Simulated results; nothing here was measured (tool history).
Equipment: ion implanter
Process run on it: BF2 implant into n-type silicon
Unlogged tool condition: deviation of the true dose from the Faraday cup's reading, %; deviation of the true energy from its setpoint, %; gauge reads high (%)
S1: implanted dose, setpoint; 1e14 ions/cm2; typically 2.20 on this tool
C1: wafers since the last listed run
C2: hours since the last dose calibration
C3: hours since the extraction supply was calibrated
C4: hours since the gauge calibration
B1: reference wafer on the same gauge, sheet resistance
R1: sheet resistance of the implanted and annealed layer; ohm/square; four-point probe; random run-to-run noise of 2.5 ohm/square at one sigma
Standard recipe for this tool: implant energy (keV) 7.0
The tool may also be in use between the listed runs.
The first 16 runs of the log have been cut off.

Run 17, hour 362.8: usual settings but S1 1.68 1e14 ions/cm2, implant energy (keV) 8.0; C1 483; C2 780.2; C3 4081.8; C4 1085.9; B1 627.00. Result: R1 736.99 ohm/square.
At hour 396.9: Faraday cup replaced and dose calibrated.
Run 18, hour 397.4: usual settings but implant energy (keV) 6.5; C1 527; C2 0.5; C3 4116.4; C4 1120.5; B1 627.67. Result: R1 626.35 ohm/square.
Run 19, hour 423.1: usual settings but S1 1.89 1e14 ions/cm2, implant energy (keV) 7.5; C1 509; C2 26.2; C3 4142.1; C4 1146.2; B1 627.81. Result: R1 668.18 ohm/square.
Run 20, hour 436.7: usual settings but S1 1.67 1e14 ions/cm2; C1 269; C2 39.8; C3 4155.7; C4 1159.8; B1 629.51. Result: R1 748.28 ohm/square.
Run 21, hour 450.1: usual settings; C1 265; C2 53.2; C3 4169.1; C4 1173.2; B1 628.98. Result: R1 607.90 ohm/square.
Run 22, hour 482.6: usual settings but S1 2.63 1e14 ions/cm2, implant energy (keV) 6.0; C1 644; C2 85.7; C3 4201.6; C4 1205.7; B1 627.76. Result: R1 567.98 ohm/square.
Run 23, hour 496.9: usual settings; C1 283; C2 100.0; C3 4215.9; C4 1220.0; B1 626.66. Result: R1 610.81 ohm/square.
Run 24, hour 531.6: usual settings; C1 688; C2 134.7; C3 4250.6; C4 1254.7; B1 627.17. Result: R1 606.86 ohm/square.
At hour 554.6: extraction supply calibrated.
Run 25, hour 561.5: usual settings but S1 1.97 1e14 ions/cm2, implant energy (keV) 8.0; C1 434; C2 164.6; C3 6.9; C4 1284.6; B1 627.89. Result: R1 646.06 ohm/square.
At hour 575.5: gauge calibrated.
Run 26, hour 583.7: usual settings but S1 1.55 1e14 ions/cm2, implant energy (keV) 5.0; C1 440; C2 186.8; C3 29.1; C4 8.2; B1 628.33. Result: R1 859.62 ohm/square.
Run 27, hour 605.9: usual settings but S1 2.45 1e14 ions/cm2, implant energy (keV) 9.0; C1 440; C2 209.0; C3 51.3; C4 30.4; B1 628.53. Result: R1 523.89 ohm/square.
Run 28, hour 625.7: usual settings but S1 1.88 1e14 ions/cm2; C1 392; C2 228.8; C3 71.1; C4 50.2; B1 626.83. Result: R1 683.17 ohm/square.
Run 29, hour 661.6: usual settings but implant energy (keV) 6.0; C1 711; C2 264.7; C3 107.0; C4 86.1; B1 628.05. Result: R1 642.54 ohm/square.
Run 30, hour 683.2: usual settings; C1 428; C2 286.3; C3 128.6; C4 107.7; B1 627.80. Result: R1 616.49 ohm/square.
Run 31, hour 702.3: usual settings but S1 2.00 1e14 ions/cm2, implant energy (keV) 8.5; C1 378; C2 305.4; C3 147.7; C4 126.8; B1 627.25. Result: R1 629.59 ohm/square.
Run 32, hour 734.8: usual settings; C1 644; C2 337.9; C3 180.2; C4 159.3; B1 627.57. Result: R1 613.89 ohm/square.
Run 33, hour 749.2: usual settings but S1 2.77 1e14 ions/cm2, implant energy (keV) 9.0; C1 285; C2 352.3; C3 194.6; C4 173.7; B1 629.73. Result: R1 484.02 ohm/square.
Run 34, hour 777.7: usual settings but implant energy (keV) 9.5; C1 565; C2 380.8; C3 223.1; C4 202.2; B1 627.98. Result: R1 567.15 ohm/square.
Run 35, hour 806.5: usual settings but S1 2.67 1e14 ions/cm2, implant energy (keV) 8.0; C1 571; C2 409.6; C3 251.9; C4 231.0; B1 628.18. Result: R1 512.39 ohm/square.
Run 36, hour 829.3: usual settings but S1 2.51 1e14 ions/cm2; C1 452; C2 432.4; C3 274.7; C4 253.8; B1 628.72. Result: R1 562.23 ohm/square.
Run 37, hour 858.0: usual settings but S1 1.69 1e14 ions/cm2, implant energy (keV) 6.0; C1 569; C2 461.1; C3 303.4; C4 282.5; B1 627.16. Result: R1 771.11 ohm/square.
Run 38, hour 870.4: usual settings but S1 2.83 1e14 ions/cm2, implant energy (keV) 5.0; C1 245; C2 473.5; C3 315.8; C4 294.9; B1 627.50. Result: R1 600.70 ohm/square.

Forecast each of these 3 alternatives for the next run:
Run A, hour 870.8: usual settings but implant energy (keV) 8.5; C1 7; C2 473.9; C3 316.2; C4 295.3; B1 ?. Result: R1 ?.
Run B, hour 870.8: usual settings but S1 2.68 1e14 ions/cm2; C1 7; C2 473.9; C3 316.2; C4 295.3; B1 ?. Result: R1 ?.
Run C, hour 870.8: usual settings but S1 2.83 1e14 ions/cm2; C1 7; C2 473.9; C3 316.2; C4 295.3; B1 ?. Result: R1 ?.

run      B1      R1
  A  628.46  584.15
  B  628.46  537.70
  C  628.46  518.89
What these runs would have given with no unlogged condition in the tool:
run      R1
  A  576.67
  B  531.74
  C  513.26
